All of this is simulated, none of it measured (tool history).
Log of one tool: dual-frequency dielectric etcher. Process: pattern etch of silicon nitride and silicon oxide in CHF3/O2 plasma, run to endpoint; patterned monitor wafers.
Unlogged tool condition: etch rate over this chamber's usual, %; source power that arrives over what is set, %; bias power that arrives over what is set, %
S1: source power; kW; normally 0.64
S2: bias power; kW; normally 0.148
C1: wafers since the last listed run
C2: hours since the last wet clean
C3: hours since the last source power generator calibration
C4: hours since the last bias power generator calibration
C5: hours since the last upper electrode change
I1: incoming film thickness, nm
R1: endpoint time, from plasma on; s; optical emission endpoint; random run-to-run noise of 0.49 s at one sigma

{"run": 1, "hour": 0.0, "S1": 0.64, "S2": 0.148, "C1": 0, "C2": 531.3, "C3": 4427.4, "C4": 1285.8, "C5": 4318.2, "I1": 189.2, "R1": 144.3}
{"run": 2, "hour": 10.3, "S1": 0.64, "S2": 0.148, "C1": 63, "C2": 541.6, "C3": 4437.7, "C4": 1296.1, "C5": 4328.5, "I1": 187.4, "R1": 143.9}
{"run": 3, "hour": 22.5, "S1": 0.64, "S2": 0.172, "C1": 75, "C2": 553.8, "C3": 4449.9, "C4": 1308.3, "C5": 4340.7, "I1": 190.5, "R1": 135.5}
{"run": 4, "hour": 28.8, "S1": 0.64, "S2": 0.148, "C1": 39, "C2": 560.1, "C3": 4456.2, "C4": 1314.6, "C5": 4347, "I1": 189.1, "R1": 144}
{"run": 5, "hour": 38.9, "S1": 0.64, "S2": 0.125, "C1": 62, "C2": 570.2, "C3": 4466.3, "C4": 1324.7, "C5": 4357.1, "I1": 189.5, "R1": 155.6}
{"run": 6, "hour": 52.2, "S1": 0.64, "S2": 0.125, "C1": 82, "C2": 583.5, "C3": 4479.6, "C4": 1338, "C5": 4370.4, "I1": 190.2, "R1": 156.3}
{"run": 7, "hour": 68.8, "S1": 0.64, "S2": 0.125, "C1": 102, "C2": 600.1, "C3": 4496.2, "C4": 1354.6, "C5": 4387, "I1": 188.2, "R1": 154}
{"run": 8, "hour": 75.3, "S1": 0.74, "S2": 0.166, "C1": 40, "C2": 606.6, "C3": 4502.7, "C4": 1361.1, "C5": 4393.5, "I1": 189.5, "R1": 131.8}
{"hour": 93.4, "done": "source power generator calibrated"}
{"run": 9, "hour": 100.4, "S1": 0.74, "S2": 0.166, "C1": 130, "C2": 631.7, "C3": 7, "C4": 1386.2, "C5": 4418.6, "I1": 188.9, "R1": 130.4}
{"run": 10, "hour": 113.0, "S1": 0.74, "S2": 0.166, "C1": 78, "C2": 644.3, "C3": 19.6, "C4": 1398.8, "C5": 4431.2, "I1": 189.1, "R1": 130.4}
{"run": 11, "hour": 122.5, "S1": 0.5, "S2": 0.129, "C1": 58, "C2": 653.8, "C3": 29.1, "C4": 1408.3, "C5": 4440.7, "I1": 189.8, "R1": 165.8}
{"hour": 134.8, "done": "bias power generator calibrated"}
{"run": 12, "hour": 138.0, "S1": 0.58, "S2": 0.148, "C1": 71, "C2": 669.3, "C3": 44.6, "C4": 3.2, "C5": 4456.2, "I1": 188.8, "R1": 148.3}
{"run": 13, "hour": 146.6, "S1": 0.54, "S2": 0.125, "C1": 53, "C2": 677.9, "C3": 53.2, "C4": 11.8, "C5": 4464.8, "I1": 189.3, "R1": 164.6}
{"hour": 172.9, "done": "upper electrode replaced"}
{"run": 14, "hour": 173.4, "S1": 0.76, "S2": 0.12, "C1": 17, "C2": 704.7, "C3": 80, "C4": 38.6, "C5": 0.5, "I1": 189.9, "R1": 150.7}
{"hour": 199.5, "done": "wet clean of the chamber"}
{"run": 15, "hour": 200.0, "S1": 0.51, "S2": 0.177, "C1": 16, "C2": 0.5, "C3": 106.6, "C4": 65.2, "C5": 27.1, "I1": 189, "R1": 142}
{"run": 16, "hour": 200.3, "S1": 0.56, "S2": 0.148, "C1": 1, "C2": 0.8, "C3": 106.9, "C4": 65.5, "C5": 27.4, "I1": 190.7, "R1": 150.8}
{"run": 17, "hour": 210.4, "S1": 0.59, "S2": 0.163, "C1": 62, "C2": 10.9, "C3": 117, "C4": 75.6, "C5": 37.5, "I1": 190.2, "R1": 141.9}
{"run": 18, "hour": 225.4, "S1": 0.64, "S2": 0.113, "C1": 93, "C2": 25.9, "C3": 132, "C4": 90.6, "C5": 52.5, "I1": 189.7, "R1": 163.3}
{"run": 19, "hour": 235.0, "S1": 0.64, "S2": 0.148, "C1": 59, "C2": 35.5, "C3": 141.6, "C4": 100.2, "C5": 62.1, "I1": 189.9, "R1": 143.8}
{"run": 20, "hour": 251.8, "S1": 0.79, "S2": 0.164, "C1": 104, "C2": 52.3, "C3": 158.4, "C4": 117, "C5": 78.9, "I1": 190.4, "R1": 130}
{"run": 21, "hour": 258.5, "S1": 0.64, "S2": 0.148, "C1": 41, "C2": 59, "C3": 165.1, "C4": 123.7, "C5": 85.6, "I1": 187.1, "R1": 142.1}
{"run": 22, "hour": 271.4, "S1": 0.57, "S2": 0.126, "C1": 79, "C2": 71.9, "C3": 178, "C4": 136.6, "C5": 98.5, "I1": 190, "R1": 160.8}
{"run": 23, "hour": 287.8, "S1": 0.7, "S2": 0.127, "C1": 101, "C2": 88.3, "C3": 194.4, "C4": 153, "C5": 114.9, "I1": 190.3, "R1": 151}
{"run": 24, "hour": 298.2, "S1": 0.64, "S2": 0.148, "C1": 64, "C2": 98.7, "C3": 204.8, "C4": 163.4, "C5": 125.3, "I1": 190.2, "R1": 144.9}
{"run": 25, "hour": 313.9, "S1": 0.76, "S2": 0.127, "C1": 97, "C2": 114.4, "C3": 220.5, "C4": 179.1, "C5": 141, "I1": 188.5, "R1": 145.1}
{"run": 26, "hour": 320.8, "S1": 0.64, "S2": 0.148, "C1": 42, "C2": 121.3, "C3": 227.4, "C4": 186, "C5": 147.9, "I1": 191.4, "R1": 146}
{"run": 27, "hour": 334.5, "S1": 0.75, "S2": 0.18, "C1": 84, "C2": 135, "C3": 241.1, "C4": 199.7, "C5": 161.6, "I1": 187.2, "R1": 125.3}
{"run": 28, "hour": 345.7, "S1": 0.74, "S2": 0.166, "C1": 69, "C2": 146.2, "C3": 252.3, "C4": 210.9, "C5": 172.8, "I1": 188.9, "R1": 130.5}
{"run": 29, "hour": 352.9, "S1": 0.64, "S2": 0.174, "C1": 44, "C2": 153.4, "C3": 259.5, "C4": 218.1, "C5": 180, "I1": 190.9, "R1": 135.7}
{"run": 30, "hour": 363.6, "S1": 0.55, "S2": 0.184, "C1": 66, "C2": 164.1, "C3": 270.2, "C4": 228.8, "C5": 190.7, "I1": 189.5, "R1": 137.7}
{"run": 31, "hour": 377.4, "S1": 0.64, "S2": 0.148, "C1": 85, "C2": 177.9, "C3": 284, "C4": 242.6, "C5": 204.5, "I1": 191.8, "R1": 146.5}
{"run": 32, "hour": 395.2, "S1": 0.77, "S2": 0.179, "C1": 110, "C2": 195.7, "C3": 301.8, "C4": 260.4, "C5": 222.3, "I1": 188.9, "R1": 124.9}
{"run": 33, "hour": 404.1, "S1": 0.71, "S2": 0.162, "C1": 55, "C2": 204.6, "C3": 310.7, "C4": 269.3, "C5": 231.2, "I1": 189.6, "R1": 134.5}
{"run": 34, "hour": 416.3, "S1": 0.64, "S2": 0.148, "C1": 75, "C2": 216.8, "C3": 322.9, "C4": 281.5, "C5": 243.4, "I1": 191, "R1": 145.4}

Alternative continuations, all from the tool just after run 34; predict every row:
{"run": "A", "hour": 416.8, "S1": 0.8, "S2": 0.148, "C1": 3, "C2": 217.3, "C3": 323.4, "C4": 282, "C5": 243.9, "I1": 188.7, "R1": "?"}
{"run": "B", "hour": 416.8, "S1": 0.64, "S2": 0.181, "C1": 3, "C2": 217.3, "C3": 323.4, "C4": 282, "C5": 243.9, "I1": 188.7, "R1": "?"}
{"run": "C", "hour": 416.8, "S1": 0.59, "S2": 0.114, "C1": 3, "C2": 217.3, "C3": 323.4, "C4": 282, "C5": 243.9, "I1": 188.7, "R1": "?"}
{"run": "D", "hour": 416.8, "S1": 0.56, "S2": 0.159, "C1": 3, "C2": 217.3, "C3": 323.4, "C4": 282, "C5": 243.9, "I1": 188.7, "R1": "?"}
{"run": "E", "hour": 416.8, "S1": 0.64, "S2": 0.112, "C1": 3, "C2": 217.3, "C3": 323.4, "C4": 282, "C5": 243.9, "I1": 188.7, "R1": "?"}

run=A R1=133.1
run=B R1=130.9
run=C R1=164.6
run=D R1=144.2
run=E R1=161.7
With the hidden condition removed and each run's random variation left untouched, the same runs would have given:
run=A R1=133.1
run=B R1=130.9
run=C R1=164.6
run=D R1=144.2
run=E R1=161.7
